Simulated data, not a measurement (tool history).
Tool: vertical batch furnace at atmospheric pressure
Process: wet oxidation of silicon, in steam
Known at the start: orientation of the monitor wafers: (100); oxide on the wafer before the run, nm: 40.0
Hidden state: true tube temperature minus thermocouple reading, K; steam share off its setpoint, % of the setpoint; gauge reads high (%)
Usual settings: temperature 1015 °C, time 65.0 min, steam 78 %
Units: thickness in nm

run	day	temperature	time	steam	wafers since the last listed run	hours since the last temperature calibration	hours since the steam generator was serviced	hours since the gauge calibration	read-back reference wafer on the same gauge, thickness	thickness
1	0.000	1023	65.0	78	0	426.5	1080.3	566.9	433.03	432.90
2	3.017	1015	65.0	78	930	498.9	1152.7	639.3	433.12	412.31
3	5.779	1015	65.0	78	851	565.2	1219.0	705.6	433.07	414.80
4	8.529	1015	65.0	78	848	631.2	1285.0	771.6	433.10	413.10
5	12.025	1015	65.0	78	1078	715.1	1368.9	855.5	432.84	415.59
6	14.388	1015	65.0	78	728	771.8	1425.6	912.2	432.92	413.55
7	17.979	1015	65.0	78	1107	858.0	1511.8	998.4	432.68	416.01
8	21.858	1015	65.0	78	1196	951.1	1604.9	1091.5	433.04	417.77
9	23.479	1015	65.0	78	499	990.0	1643.8	1130.4	433.09	415.10
10	24.996	1015	65.0	78	467	1026.4	1680.2	1166.8	432.83	416.13
11	27.792	1015	65.0	78	862	1093.5	1747.3	1233.9	432.92	415.45
12	30.733	1005	49.0	72	907	1164.1	1817.9	1304.5	432.99	309.88
13	32.812	1027	65.0	78	641	1214.0	1867.8	1354.4	433.04	446.83
14	35.204	1015	65.0	78	737	1271.4	1925.2	1411.8	432.96	417.72
15	37.017	1005	85.0	85	558	1314.9	1968.7	1455.3	433.10	489.11
# day 37.392: gauge calibrated
16	39.729	1027	65.0	78	836	1380.0	2033.8	56.1	433.21	446.81
# day 42.992: steam generator serviced
17	43.012	1007	39.0	88	704	1458.8	0.5	134.9	433.27	308.74
# day 45.712: thermocouples replaced and temperature profile calibrated
18	45.733	1008	85.5	86	530	0.5	65.8	200.2	433.01	491.98
19	49.142	997	55.0	69	1051	82.3	147.6	282.0	433.23	299.79
20	52.104	1008	33.5	70	913	153.4	218.7	353.1	433.28	237.68
21	59.521	1015	82.0	78	2287	331.4	396.7	531.1	433.09	472.97
22	62.667	1015	65.0	78	970	406.9	472.2	606.6	433.06	411.00

4 ways to go on from here, each from the tool as it stands after run 22. What would each give?
A	62.867	1015	65.0	78	61	411.7	477.0	611.4	?	?
B	62.867	995	49.5	71	61	411.7	477.0	611.4	?	?
C	62.867	1024	55.0	83	61	411.7	477.0	611.4	?	?
D	62.867	994	96.5	68	61	411.7	477.0	611.4	?	?

run	read-back reference wafer on the same gauge, thickness	thickness
A	432.61	410.85
B	432.61	283.94
C	432.61	406.20
D	432.61	423.60
Without the tool's hidden state the same runs would have given:
run	thickness
A	404.83
B	278.99
C	400.44
D	416.91
